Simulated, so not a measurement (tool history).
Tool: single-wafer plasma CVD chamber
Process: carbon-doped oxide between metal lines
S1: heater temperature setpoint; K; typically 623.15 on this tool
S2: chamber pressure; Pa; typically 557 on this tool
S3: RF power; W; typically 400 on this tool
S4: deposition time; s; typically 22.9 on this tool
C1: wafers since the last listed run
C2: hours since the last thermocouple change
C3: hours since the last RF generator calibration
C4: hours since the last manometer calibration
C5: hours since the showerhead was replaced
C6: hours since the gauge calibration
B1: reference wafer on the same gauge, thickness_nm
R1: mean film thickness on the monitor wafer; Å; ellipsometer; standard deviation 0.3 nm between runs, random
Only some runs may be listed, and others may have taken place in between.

run	day	S1	S2	S3	S4	C1	C2	C3	C4	C5	C6	B1	R1
1	0	623.15	557	400	22.9	0	1924.6	709.8	538.4	4912.6	1252.2	120.708	1086.65
2	1.433	623.15	557	400	22.9	908	1959	744.2	572.8	4947	1286.6	120.668	1084.15
3	3.146	623.15	557	400	22.9	1084	2000.1	785.3	613.9	4988.1	1327.7	120.488	1083.18
4	4.45	623.15	557	440	22.9	826	2031.4	816.6	645.2	5019.4	1359	120.519	1147.33
5	6.408	623.15	557	455	22.9	1240	2078.4	863.6	692.2	5066.4	1406	120.37	1167.08
6	8.167	623.15	557	455	22.9	1113	2120.6	905.8	734.4	5108.6	1448.2	120.25	1162.13
7	9.175	623.15	557	365	20.2	638	2144.8	930	758.6	5132.8	1472.4	120.13	908.29
# day 10.921: gauge calibrated
8	11.633	623.15	557	365	20.2	1557	2203.8	989	817.6	5191.8	17.1	124.489	942.52
9	12.867	623.15	557	365	20.2	781	2233.4	1018.6	847.2	5221.4	46.7	124.466	939.12
10	15.767	623.15	557	400	22.9	1837	2303	1088.2	916.8	5291	116.3	124.312	1117.66
# day 16.162: showerhead replaced
11	17.796	623.15	557	400	22.9	1074	2351.7	1136.9	965.5	39.2	165	124.163	1118
# day 21.062: capacitance manometer re-zeroed and calibrated
12	22.208	623.15	597	400	22.9	2584	2457.6	1242.8	27.5	145.1	270.9	123.961	1127.95
13	24.012	623.15	449	325	22.9	1143	2500.9	1286.1	70.8	188.4	314.2	123.796	957.62
14	26.333	623.15	557	400	22.9	1470	2556.6	1341.8	126.5	244.1	369.9	123.723	1113.84
15	27.854	623.15	557	400	22.9	963	2593.1	1378.3	163	280.6	406.4	123.595	1111.01
16	30.362	618.15	520	400	22.9	1589	2653.3	1438.5	223.2	340.8	466.6	123.483	1105.05
# day 32.404: thermocouple changed; heater temperature recalibrated
17	33.171	623.15	557	400	22.9	1568	18.4	1505.9	290.6	408.2	534	123.247	1106.12
18	34.442	631.15	696	400	22.9	805	48.9	1536.4	321.1	438.7	564.5	123.28	1135.38
19	39.075	623.15	492	355	20.7	2935	160.1	1647.6	432.3	549.9	675.7	122.937	916.69
20	41.767	623.15	519	355	26.5	1705	224.7	1712.2	496.9	614.5	740.3	122.697	1174.26
# day 43.592: RF generator calibrated
21	43.771	630.15	557	445	20.5	1058	272.8	4.3	545	662.6	788.4	122.649	1031.68
22	46.062	609.15	557	425	22.9	1451	327.8	59.3	600	717.6	843.4	122.45	1182.59
23	47.883	632.15	557	400	20	1153	371.5	103	643.7	761.3	887.1	122.408	943.95
24	49.975	636.15	520	400	27.1	1325	421.7	153.2	693.9	811.5	937.3	122.212	1242.79
25	51.179	635.15	485	470	27.3	762	450.6	182.1	722.8	840.4	966.2	122.078	1362.05
26	58.325	623.15	557	430	20.3	4527	622.1	353.6	894.3	1011.9	1137.7	121.734	1013.78
27	59.842	616.15	557	325	22.9	960	658.5	390	930.7	1048.3	1174.1	121.643	987.71

Forecast each of these 5 alternatives for the next run:
A	59.858	623.15	557	400	18.4	10	658.9	390.4	931.1	1048.7	1174.5	?	?
B	59.858	632.15	433	340	24.9	10	658.9	390.4	931.1	1048.7	1174.5	?	?
C	59.858	623.15	557	460	22.9	10	658.9	390.4	931.1	1048.7	1174.5	?	?
D	59.858	638.15	640	330	24.6	10	658.9	390.4	931.1	1048.7	1174.5	?	?
E	59.858	623.15	557	340	20.2	10	658.9	390.4	931.1	1048.7	1174.5	?	?

run	B1	R1
A	121.648	884.35
B	121.648	1023.65
C	121.648	1189.03
D	121.648	1042.45
E	121.648	882.98
Stripped of hidden state, with their random variation kept, the same runs would have yielded:
run	R1
A	901.36
B	1043.34
C	1211.91
D	1062.51
E	899.97

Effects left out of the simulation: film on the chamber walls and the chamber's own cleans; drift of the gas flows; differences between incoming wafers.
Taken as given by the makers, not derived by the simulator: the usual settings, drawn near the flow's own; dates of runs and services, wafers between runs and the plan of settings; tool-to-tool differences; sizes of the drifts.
